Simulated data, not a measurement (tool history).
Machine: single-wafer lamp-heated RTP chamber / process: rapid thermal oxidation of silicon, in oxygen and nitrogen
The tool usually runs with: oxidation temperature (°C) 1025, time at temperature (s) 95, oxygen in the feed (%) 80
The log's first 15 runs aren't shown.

| run | hour | oxidation temperature (°C) | time at temperature (s) | oxygen in the feed (%) | wafers since the last listed run | wafers since the last pyrometer calibration | hours since the oxygen flow controller was replaced | hours since the gauge calibration | read-back reference wafer on the same gauge, thickness | oxide thickness on the monitor wafer (Å) |
|---|---|---|---|---|---|---|---|---|---|---|
| 16 | 390.6 | 1025 | 95 | 73 | 452 | 1508 | 6447.4 | 518.4 | 8.752 | 87.43 |
| 17 | 420.1 | 1025 | 95 | 73 | 437 | 1946 | 6476.9 | 547.9 | 8.749 | 87.72 |
|  | 428.7 | oxygen flow controller replaced |
| 18 | 433.9 | 1014 | 112 | 80 | 86 | 2032 | 5.2 | 561.7 | 8.749 | 90.72 |
| 19 | 458.6 | 1025 | 95 | 73 | 366 | 2398 | 29.9 | 586.4 | 8.748 | 87.85 |
| 20 | 485.4 | 1025 | 79 | 80 | 397 | 2796 | 56.7 | 613.2 | 8.752 | 83.43 |
| 21 | 498.8 | 1005 | 122 | 80 | 198 | 2994 | 70.1 | 626.6 | 8.749 | 88.13 |
| 22 | 530.5 | 1025 | 107 | 80 | 470 | 3464 | 101.8 | 658.3 | 8.754 | 96.26 |
| 23 | 561.4 | 1041 | 71 | 65 | 458 | 3923 | 132.7 | 689.2 | 8.751 | 82.76 |
| 24 | 595.3 | 1034 | 125 | 80 | 502 | 4425 | 166.6 | 723.1 | 8.749 | 110.32 |
| 25 | 621.0 | 1015 | 129 | 98 | 381 | 4807 | 192.3 | 748.8 | 8.753 | 105.28 |
| 26 | 693.0 | 1013 | 121 | 51 | 1067 | 5874 | 264.3 | 820.8 | 8.753 | 79.57 |
| 27 | 707.6 | 1051 | 95 | 80 | 216 | 6091 | 278.9 | 835.4 | 8.749 | 109.37 |
|  | 725.4 | gauge calibrated |
|  | 728.4 | pyrometer window cleaned and pyrometer calibrated |
| 28 | 728.9 | 1025 | 95 | 80 | 197 | 6 | 300.2 | 3.5 | 8.753 | 89.95 |
| 29 | 761.4 | 1036 | 95 | 98 | 481 | 488 | 332.7 | 36.0 | 8.747 | 104.72 |
| 30 | 796.4 | 1025 | 140 | 80 | 519 | 1008 | 367.7 | 71.0 | 8.750 | 107.48 |
| 31 | 815.3 | 1016 | 95 | 55 | 280 | 1288 | 386.6 | 89.9 | 8.750 | 74.63 |
| 32 | 833.5 | 1025 | 95 | 80 | 269 | 1558 | 404.8 | 108.1 | 8.754 | 90.85 |
| 33 | 868.1 | 1042 | 127 | 80 | 513 | 2071 | 439.4 | 142.7 | 8.752 | 116.27 |
| 34 | 883.9 | 1025 | 95 | 92 | 234 | 2305 | 455.2 | 158.5 | 8.747 | 95.54 |
| 35 | 914.5 | 1025 | 95 | 80 | 453 | 2759 | 485.8 | 189.1 | 8.752 | 90.92 |

3 options for the next run, each taken on its own from the tool as it stands now. Forecast them:
| A | 914.9 | 1025 | 95 | 80 | 5 | 2765 | 486.2 | 189.5 | ? | ? |
| B | 914.9 | 1044 | 61 | 93 | 5 | 2765 | 486.2 | 189.5 | ? | ? |
| C | 914.9 | 1000 | 95 | 64 | 5 | 2765 | 486.2 | 189.5 | ? | ? |

| run | read-back reference wafer on the same gauge, thickness | oxide thickness on the monitor wafer (Å) |
|---|---|---|
| A | 8.748 | 90.77 |
| B | 8.748 | 89.68 |
| C | 8.748 | 70.00 |
Stripped of hidden state, with their random variation kept, the same runs would have yielded:
| run | oxide thickness on the monitor wafer (Å) |
|---|---|
| A | 90.12 |
| B | 89.06 |
| C | 69.49 |

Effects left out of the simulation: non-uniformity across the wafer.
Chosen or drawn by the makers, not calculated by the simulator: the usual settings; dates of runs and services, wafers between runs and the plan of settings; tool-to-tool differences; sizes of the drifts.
